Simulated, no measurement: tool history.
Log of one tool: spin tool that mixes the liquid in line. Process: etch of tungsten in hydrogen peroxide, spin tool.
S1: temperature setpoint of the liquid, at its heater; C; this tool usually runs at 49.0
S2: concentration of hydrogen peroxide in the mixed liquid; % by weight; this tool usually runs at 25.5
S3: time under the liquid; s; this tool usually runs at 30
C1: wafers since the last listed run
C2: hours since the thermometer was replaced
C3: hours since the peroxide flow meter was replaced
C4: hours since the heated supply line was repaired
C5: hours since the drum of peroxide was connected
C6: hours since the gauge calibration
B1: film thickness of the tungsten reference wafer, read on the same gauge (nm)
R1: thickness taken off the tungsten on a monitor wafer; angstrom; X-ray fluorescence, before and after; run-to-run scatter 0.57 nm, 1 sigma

| run | hour | S1 | S2 | S3 | C1 | C2 | C3 | C4 | C5 | C6 | B1 | R1 |
|---|---|---|---|---|---|---|---|---|---|---|---|---|
| 1 | 0.0 | 51.0 | 25.5 | 30 | 0 | 1806.6 | 1810.5 | 1504.7 | 866.8 | 130.4 | 129.97 | 814.8 |
| 2 | 30.6 | 51.0 | 25.5 | 30 | 381 | 1837.2 | 1841.1 | 1535.3 | 897.4 | 161.0 | 129.95 | 822.3 |
| 3 | 58.7 | 49.0 | 21.5 | 30 | 350 | 1865.3 | 1869.2 | 1563.4 | 925.5 | 189.1 | 129.98 | 653.0 |
| 4 | 77.9 | 49.0 | 21.5 | 30 | 239 | 1884.5 | 1888.4 | 1582.6 | 944.7 | 208.3 | 130.02 | 662.9 |
| 5 | 90.4 | 49.0 | 25.5 | 30 | 155 | 1897.0 | 1900.9 | 1595.1 | 957.2 | 220.8 | 130.01 | 714.8 |
| 6 | 115.4 | 49.0 | 25.5 | 30 | 311 | 1922.0 | 1925.9 | 1620.1 | 982.2 | 245.8 | 130.04 | 722.2 |
|  | 118.3 | new drum of peroxide connected |
| 7 | 136.9 | 49.0 | 25.5 | 30 | 255 | 1943.5 | 1947.4 | 1641.6 | 18.6 | 267.3 | 129.95 | 720.3 |
| 8 | 169.6 | 45.5 | 30.0 | 15 | 407 | 1976.2 | 1980.1 | 1674.3 | 51.3 | 300.0 | 129.98 | 315.0 |
|  | 172.4 | peroxide flow meter replaced |
|  | 193.3 | thermometer replaced |
| 9 | 193.8 | 49.0 | 25.5 | 30 | 276 | 0.5 | 21.4 | 1698.5 | 75.5 | 324.2 | 130.01 | 716.9 |
|  | 200.1 | gauge calibrated |
|  | 211.8 | heated supply line repaired |
| 10 | 224.2 | 43.0 | 30.0 | 45 | 366 | 30.9 | 51.8 | 12.4 | 105.9 | 24.1 | 130.05 | 810.3 |
| 11 | 246.4 | 43.0 | 23.5 | 30 | 276 | 53.1 | 74.0 | 34.6 | 128.1 | 46.3 | 130.00 | 474.2 |
| 12 | 264.3 | 52.0 | 20.5 | 30 | 222 | 71.0 | 91.9 | 52.5 | 146.0 | 64.2 | 130.00 | 777.8 |
| 13 | 283.1 | 45.5 | 21.5 | 30 | 234 | 89.8 | 110.7 | 71.3 | 164.8 | 83.0 | 130.03 | 527.5 |
| 14 | 361.1 | 49.0 | 25.5 | 30 | 971 | 167.8 | 188.7 | 149.3 | 242.8 | 161.0 | 130.02 | 725.1 |

Across each entry between runs, compare the hidden state at the last listed run before it with the hidden state at the first listed run after it:
After run 6, before run 7: new drum of peroxide connected (hour 118.3)
  both runs share identical hidden conditions
After run 8, before run 9: peroxide flow meter replaced (hour 172.4); thermometer replaced (hour 193.3)
  both runs share identical hidden conditions
After run 9, before run 10: gauge calibrated (hour 200.1); heated supply line repaired (hour 211.8)
  both runs share identical hidden conditions

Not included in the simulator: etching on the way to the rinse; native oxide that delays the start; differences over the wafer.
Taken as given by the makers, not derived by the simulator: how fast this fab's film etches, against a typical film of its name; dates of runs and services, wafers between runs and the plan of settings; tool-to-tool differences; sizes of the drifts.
